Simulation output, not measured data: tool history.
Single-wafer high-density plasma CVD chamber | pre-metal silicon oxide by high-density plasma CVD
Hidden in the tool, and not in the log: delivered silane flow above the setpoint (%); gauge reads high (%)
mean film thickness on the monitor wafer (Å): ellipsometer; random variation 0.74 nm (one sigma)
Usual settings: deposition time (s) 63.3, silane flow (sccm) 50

| run | hour | deposition time (s) | silane flow (sccm) | wafers since the last listed run | hours since the silane flow controller was replaced | hours since the gauge calibration | read-back reference wafer on the same gauge, thickness_nm | mean film thickness on the monitor wafer (Å) |
|---|---|---|---|---|---|---|---|---|
| 1 | 0.0 | 63.3 | 55 | 0 | 1893.4 | 243.1 | 302.133 | 3519.66 |
| 2 | 17.6 | 63.3 | 50 | 179 | 1911.0 | 260.7 | 301.799 | 3260.49 |
| 3 | 26.4 | 63.3 | 50 | 89 | 1919.8 | 269.5 | 301.900 | 3253.41 |
| 4 | 41.1 | 53.3 | 50 | 150 | 1934.5 | 284.2 | 302.285 | 2745.77 |
| 5 | 54.8 | 63.3 | 50 | 139 | 1948.2 | 297.9 | 301.758 | 3258.26 |
| 6 | 64.0 | 63.3 | 50 | 93 | 1957.4 | 307.1 | 301.897 | 3257.21 |
| 7 | 77.9 | 63.3 | 50 | 141 | 1971.3 | 321.0 | 302.007 | 3260.16 |
| 8 | 89.3 | 63.3 | 43 | 116 | 1982.7 | 332.4 | 301.856 | 2921.11 |
| 9 | 96.4 | 63.3 | 50 | 72 | 1989.8 | 339.5 | 301.871 | 3271.89 |
| 10 | 139.0 | 63.3 | 50 | 435 | 2032.4 | 382.1 | 302.082 | 3279.69 |
| 11 | 154.8 | 63.3 | 50 | 161 | 2048.2 | 397.9 | 301.897 | 3277.31 |
| 12 | 169.6 | 55.5 | 50 | 151 | 2063.0 | 412.7 | 301.826 | 2868.23 |
| 13 | 178.1 | 63.3 | 50 | 86 | 2071.5 | 421.2 | 302.365 | 3273.71 |
| 14 | 189.3 | 53.9 | 50 | 114 | 2082.7 | 432.4 | 301.805 | 2790.10 |
| 15 | 204.8 | 53.9 | 50 | 158 | 2098.2 | 447.9 | 301.934 | 2804.58 |
| 16 | 240.8 | 63.3 | 50 | 367 | 2134.2 | 483.9 | 302.319 | 3276.31 |
| 17 | 256.0 | 58.2 | 50 | 155 | 2149.4 | 499.1 | 302.326 | 3004.98 |
| 18 | 265.9 | 58.2 | 50 | 101 | 2159.3 | 509.0 | 302.249 | 3014.36 |
| 19 | 274.1 | 72.8 | 46 | 83 | 2167.5 | 517.2 | 301.812 | 3541.87 |
|  | 282.7 | gauge calibrated |
| 20 | 287.2 | 72.8 | 46 | 133 | 2180.6 | 4.5 | 301.722 | 3545.08 |
| 21 | 302.4 | 72.8 | 46 | 155 | 2195.8 | 19.7 | 301.758 | 3545.87 |
| 22 | 308.8 | 57.5 | 41 | 65 | 2202.2 | 26.1 | 301.767 | 2566.85 |
| 23 | 316.7 | 73.9 | 58 | 80 | 2210.1 | 34.0 | 301.917 | 4309.80 |
| 24 | 325.0 | 74.0 | 42 | 84 | 2218.4 | 42.3 | 301.819 | 3364.17 |
| 25 | 342.8 | 56.2 | 60 | 181 | 2236.2 | 60.1 | 301.786 | 3369.38 |
| 26 | 350.5 | 58.6 | 56 | 78 | 2243.9 | 67.8 | 301.974 | 3325.76 |
| 27 | 361.1 | 63.3 | 50 | 108 | 2254.5 | 78.4 | 302.158 | 3291.50 |
| 28 | 376.6 | 63.3 | 50 | 158 | 2270.0 | 93.9 | 301.806 | 3274.87 |
| 29 | 384.7 | 63.3 | 50 | 82 | 2278.1 | 102.0 | 302.044 | 3294.78 |
| 30 | 434.1 | 63.3 | 50 | 504 | 2327.5 | 151.4 | 301.908 | 3301.52 |
| 31 | 450.0 | 63.3 | 50 | 162 | 2343.4 | 167.3 | 301.820 | 3301.15 |
|  | 466.2 | silane flow controller replaced |
| 32 | 466.7 | 63.3 | 48 | 88 | 0.5 | 184.0 | 302.066 | 3032.61 |
| 33 | 467.6 | 71.7 | 53 | 9 | 1.4 | 184.9 | 302.032 | 3718.14 |
| 34 | 477.3 | 63.3 | 50 | 99 | 11.1 | 194.6 | 302.005 | 3136.94 |
| 35 | 487.2 | 53.5 | 58 | 101 | 21.0 | 204.5 | 301.779 | 2969.09 |
| 36 | 503.3 | 55.5 | 41 | 164 | 37.1 | 220.6 | 302.066 | 2374.94 |
| 37 | 519.7 | 56.2 | 55 | 167 | 53.5 | 237.0 | 301.921 | 3014.45 |
| 38 | 535.0 | 63.3 | 50 | 156 | 68.8 | 252.3 | 301.685 | 3146.05 |
| 39 | 547.8 | 54.2 | 40 | 130 | 81.6 | 265.1 | 302.108 | 2282.49 |
| 40 | 561.8 | 55.4 | 45 | 142 | 95.6 | 279.1 | 302.146 | 2537.55 |
| 41 | 569.0 | 50.8 | 45 | 73 | 102.8 | 286.3 | 301.903 | 2332.00 |
| 42 | 584.5 | 69.9 | 55 | 158 | 118.3 | 301.8 | 302.096 | 3751.40 |

Some steps in mean film thickness on the monitor wafer (Å) between neighbouring runs. How much of each would the tool show without its hidden state too (settings, what came in, random variation), and how much is left for the hidden state, with any gauge scatter that isn't in both results?
Run 21 -> 22: deposition time (s) 72.8 -> 57.5, silane flow (sccm) 46 -> 41. mean film thickness on the monitor wafer (Å) -979.02: hidden state -43.17, all else -935.85.
Run 22 -> 23: deposition time (s) 57.5 -> 73.9, silane flow (sccm) 41 -> 58. mean film thickness on the monitor wafer (Å) +1742.95: hidden state +78.25, all else +1664.70.
Run 31 -> 32: silane flow (sccm) 50 -> 48, silane flow controller replaced. mean film thickness on the monitor wafer (Å) -268.54: hidden state -154.94, all else -113.60.
Run 41 -> 42: deposition time (s) 50.8 -> 69.9, silane flow (sccm) 45 -> 55. mean film thickness on the monitor wafer (Å) +1419.40: hidden state +4.57, all else +1414.83.
